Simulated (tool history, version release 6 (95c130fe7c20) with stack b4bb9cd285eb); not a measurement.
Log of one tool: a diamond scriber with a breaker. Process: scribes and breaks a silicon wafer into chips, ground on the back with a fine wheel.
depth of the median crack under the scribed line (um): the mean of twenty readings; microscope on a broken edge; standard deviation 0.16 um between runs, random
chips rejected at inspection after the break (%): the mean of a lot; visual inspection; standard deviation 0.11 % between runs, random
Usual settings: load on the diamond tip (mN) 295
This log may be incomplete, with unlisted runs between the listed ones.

| run | hour | load on the diamond tip (mN) | incoming depth of the damage left on the back of the incoming wafer, um | depth of the median crack under the scribed line (um) | chips rejected at inspection after the break (%) |
|---|---|---|---|---|---|
| 1 | 0.0 | 269 | 2.18 | 11.93 | 1.98 |
| 2 | 100.7 | 266 | 2.57 | 11.93 | 2.49 |
| 3 | 169.8 | 266 | 2.71 | 11.89 | 2.87 |
|  | 203.8 | load on the tip recalibrated |
| 4 | 244.6 | 315 | 2.25 | 12.48 | 2.24 |
| 5 | 333.0 | 315 | 2.36 | 13.02 | 2.30 |
| 6 | 382.9 | 246 | 2.37 | 11.05 | 3.82 |
| 7 | 428.1 | 246 | 2.76 | 10.94 | 4.33 |
| 8 | 496.0 | 251 | 1.99 | 11.51 | 2.70 |
|  | 524.0 | diamond tip replaced by a new one |
| 9 | 584.1 | 295 | 1.75 | 12.37 | 1.74 |
| 10 | 641.2 | 295 | 1.77 | 12.39 | 1.95 |
| 11 | 681.5 | 295 | 1.85 | 12.53 | 2.08 |
| 12 | 766.0 | 295 | 1.80 | 12.82 | 1.89 |
| 13 | 820.5 | 295 | 1.50 | 12.71 | 1.87 |
| 14 | 867.6 | 295 | 2.70 | 12.28 | 2.69 |
| 15 | 944.0 | 295 | 2.38 | 12.36 | 2.30 |
| 16 | 1007.3 | 295 | 2.67 | 12.81 | 2.49 |
| 17 | 1096.5 | 263 | 2.85 | 11.42 | 3.21 |
|  | 1144.0 | load on the tip recalibrated |
| 18 | 1159.8 | 295 | 2.51 | 13.06 | 3.08 |
|  | 1194.0 | diamond tip replaced by a new one |
| 19 | 1246.0 | 295 | 2.30 | 13.32 | 2.88 |
| 20 | 1315.5 | 295 | 2.60 | 13.47 | 3.52 |
| 21 | 1415.7 | 295 | 2.97 | 13.19 | 3.80 |
| 22 | 1474.3 | 329 | 2.49 | 14.31 | 5.77 |
| 23 | 1554.7 | 319 | 2.40 | 14.23 | 6.04 |
| 24 | 1658.5 | 380 | 2.25 | 15.76 | 11.69 |
|  | 1678.6 | load on the tip recalibrated, repeated, since the last time left the tool worse |
| 25 | 1712.5 | 255 | 2.57 | 11.17 | 3.87 |
| 26 | 1778.6 | 256 | 2.15 | 11.50 | 2.93 |
| 27 | 1848.0 | 268 | 2.13 | 11.80 | 2.20 |
|  | 1862.0 | diamond tip replaced by a new one |
| 28 | 1915.9 | 225 | 2.32 | 10.64 | 5.29 |
| 29 | 1986.1 | 228 | 1.80 | 10.50 | 4.34 |
| 30 | 2077.0 | 258 | 2.42 | 11.96 | 2.75 |
| 31 | 2349.2 | 318 | 2.54 | 13.39 | 3.61 |
| 32 | 2411.3 | 334 | 2.57 | 13.64 | 4.08 |
|  | 2414.2 | load on the tip recalibrated |
|  | 2423.3 | diamond tip replaced by a new one |
| 33 | 2450.8 | 295 | 2.69 | 12.25 | 2.82 |
| 34 | 2516.2 | 295 | 2.03 | 12.36 | 2.00 |
| 35 | 2561.6 | 295 | 2.02 | 12.13 | 1.93 |
| 36 | 2625.4 | 381 | 1.61 | 14.33 | 6.13 |
| 37 | 2684.4 | 330 | 1.63 | 13.36 | 2.98 |
| 38 | 2931.3 | 295 | 1.76 | 12.42 | 1.90 |
|  | 3010.4 | diamond tip replaced by a new one |
| 39 | 3035.6 | 327 | 2.55 | 13.30 | 3.92 |
| 40 | 3105.8 | 357 | 2.95 | 13.94 | 5.92 |
| 41 | 3183.2 | 231 | 2.42 | 11.15 | 4.02 |

3 options for the next run, each taken on its own from the tool as it stands now. Forecast them:
| A | 3183.7 | 295 | 1.99 | ? | ? |
| B | 3183.7 | 350 | 1.99 | ? | ? |
| C | 3183.7 | 344 | 1.99 | ? | ? |

| run | depth of the median crack under the scribed line (um) | chips rejected at inspection after the break (%) |
|---|---|---|
| A | 12.68 | 2.04 |
| B | 14.04 | 4.76 |
| C | 13.89 | 4.34 |
Take away the tool's hidden state, keep each run's random variation, and the runs would have read:
| run | depth of the median crack under the scribed line (um) | chips rejected at inspection after the break (%) |
|---|---|---|
| A | 12.18 | 1.85 |
| B | 13.49 | 3.32 |
| C | 13.35 | 3.03 |
